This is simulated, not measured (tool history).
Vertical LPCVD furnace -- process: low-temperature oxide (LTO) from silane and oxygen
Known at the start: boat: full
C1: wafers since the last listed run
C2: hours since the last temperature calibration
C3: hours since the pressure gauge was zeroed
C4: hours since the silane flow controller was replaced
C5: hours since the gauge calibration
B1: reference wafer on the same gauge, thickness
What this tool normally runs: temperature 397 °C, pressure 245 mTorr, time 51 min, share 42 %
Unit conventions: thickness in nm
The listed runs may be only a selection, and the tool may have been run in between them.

Run 1, hour 0: usual settings but temperature 406 °C; C1 0; C2 1701.6; C3 2817.9; C4 3775.9; C5 424.5; B1 454.08. Result: thickness 571.3 nm.
Run 2, hour 37.4: usual settings but temperature 406 °C; C1 593; C2 1739; C3 2855.3; C4 3813.3; C5 461.9; B1 453.96. Result: thickness 572.96 nm.
Run 3, hour 62.6: usual settings; C1 400; C2 1764.2; C3 2880.5; C4 3838.5; C5 487.1; B1 454.02. Result: thickness 519.14 nm.
Run 4, hour 122.1: usual settings; C1 944; C2 1823.7; C3 2940; C4 3898; C5 546.6; B1 454. Result: thickness 523 nm.
Run 5, hour 166.5: usual settings; C1 704; C2 1868.1; C3 2984.4; C4 3942.4; C5 591; B1 454.05. Result: thickness 521.41 nm.
Run 6, hour 235.1: usual settings; C1 1088; C2 1936.7; C3 3053; C4 4011; C5 659.6; B1 454.03. Result: thickness 522.61 nm.
Run 7, hour 288.2: usual settings; C1 842; C2 1989.8; C3 3106.1; C4 4064.1; C5 712.7; B1 454. Result: thickness 523.25 nm.
Run 8, hour 476: usual settings; C1 2981; C2 2177.6; C3 3293.9; C4 4251.9; C5 900.5; B1 454.15. Result: thickness 525.15 nm.
Run 9, hour 542.1: usual settings; C1 1049; C2 2243.7; C3 3360; C4 4318; C5 966.6; B1 454.04. Result: thickness 529.74 nm.
Run 10, hour 596.7: usual settings; C1 866; C2 2298.3; C3 3414.6; C4 4372.6; C5 1021.2; B1 453.9. Result: thickness 529.97 nm.
Run 11, hour 651.2: usual settings; C1 865; C2 2352.8; C3 3469.1; C4 4427.1; C5 1075.7; B1 454. Result: thickness 529.57 nm.
Run 12, hour 697.4: usual settings; C1 733; C2 2399; C3 3515.3; C4 4473.3; C5 1121.9; B1 454.03. Result: thickness 529.82 nm.
Run 13, hour 743.1: usual settings but share 48 %; C1 725; C2 2444.7; C3 3561; C4 4519; C5 1167.6; B1 453.92. Result: thickness 607.44 nm.
Run 14, hour 790.3: usual settings but share 38 %; C1 749; C2 2491.9; C3 3608.2; C4 4566.2; C5 1214.8; B1 454.1. Result: thickness 470.72 nm.
Run 15, hour 838.3: usual settings but share 38 %; C1 761; C2 2539.9; C3 3656.2; C4 4614.2; C5 1262.8; B1 454.12. Result: thickness 470.3 nm.
At hour 869.6: silane flow controller replaced.
Run 16, hour 885.9: usual settings but temperature 391 °C, pressure 185 mTorr, share 47 %; C1 374; C2 2587.5; C3 3703.8; C4 16.3; C5 1310.4; B1 453.99. Result: thickness 425.98 nm.
At hour 919: thermocouples replaced and temperature profile calibrated.
Run 17, hour 933.9: usual settings but temperature 393 °C, pressure 295 mTorr; C1 380; C2 14.9; C3 3751.8; C4 64.3; C5 1358.4; B1 454.07. Result: thickness 587.33 nm.
At hour 978.4: pressure gauge zeroed.
Run 18, hour 1012.4: usual settings but temperature 403 °C, pressure 230 mTorr, time 56 min; C1 865; C2 93.4; C3 34; C4 142.8; C5 1436.9; B1 454.09. Result: thickness 559.71 nm.
Run 19, hour 1071.1: usual settings but temperature 390 °C, pressure 225 mTorr, time 69.5 min, share 37 %; C1 931; C2 152.1; C3 92.7; C4 201.5; C5 1495.6; B1 453.9. Result: thickness 501.99 nm.
Run 20, hour 1104.8: usual settings but time 68.5 min; C1 534; C2 185.8; C3 126.4; C4 235.2; C5 1529.3; B1 454.07. Result: thickness 683.71 nm.
Run 21, hour 1131.1: usual settings; C1 417; C2 212.1; C3 152.7; C4 261.5; C5 1555.6; B1 454.15. Result: thickness 509.5 nm.
At hour 1134: gauge calibrated.
Run 22, hour 1173.5: usual settings but share 50 %; C1 673; C2 254.5; C3 195.1; C4 303.9; C5 39.5; B1 454.15. Result: thickness 605.2 nm.
Run 23, hour 1237.4: usual settings but temperature 388 °C, time 58.5 min, share 48 %; C1 1014; C2 318.4; C3 259; C4 367.8; C5 103.4; B1 454.01. Result: thickness 610.44 nm.
Run 24, hour 1263.2: usual settings but time 42.5 min, share 34 %; C1 409; C2 344.2; C3 284.8; C4 393.6; C5 129.2; B1 454.05. Result: thickness 324.28 nm.
Run 25, hour 1288.5: usual settings; C1 401; C2 369.5; C3 310.1; C4 418.9; C5 154.5; B1 453.98. Result: thickness 510.13 nm.
Run 26, hour 1329.6: usual settings; C1 652; C2 410.6; C3 351.2; C4 460; C5 195.6; B1 453.88. Result: thickness 510.57 nm.

For run 27, what comes out?
Run 27, hour 1353.7: usual settings but pressure 225 mTorr, share 45 %; C1 382; C2 434.7; C3 375.3; C4 484.1; C5 219.7; B1 ?. Result: thickness ?.

Run 27 measured B1 454.07, thickness 504.2 nm.
Take away the tool's hidden state, keep the run-to-run variation as it was, and the same run would have given thickness 501.64 nm.

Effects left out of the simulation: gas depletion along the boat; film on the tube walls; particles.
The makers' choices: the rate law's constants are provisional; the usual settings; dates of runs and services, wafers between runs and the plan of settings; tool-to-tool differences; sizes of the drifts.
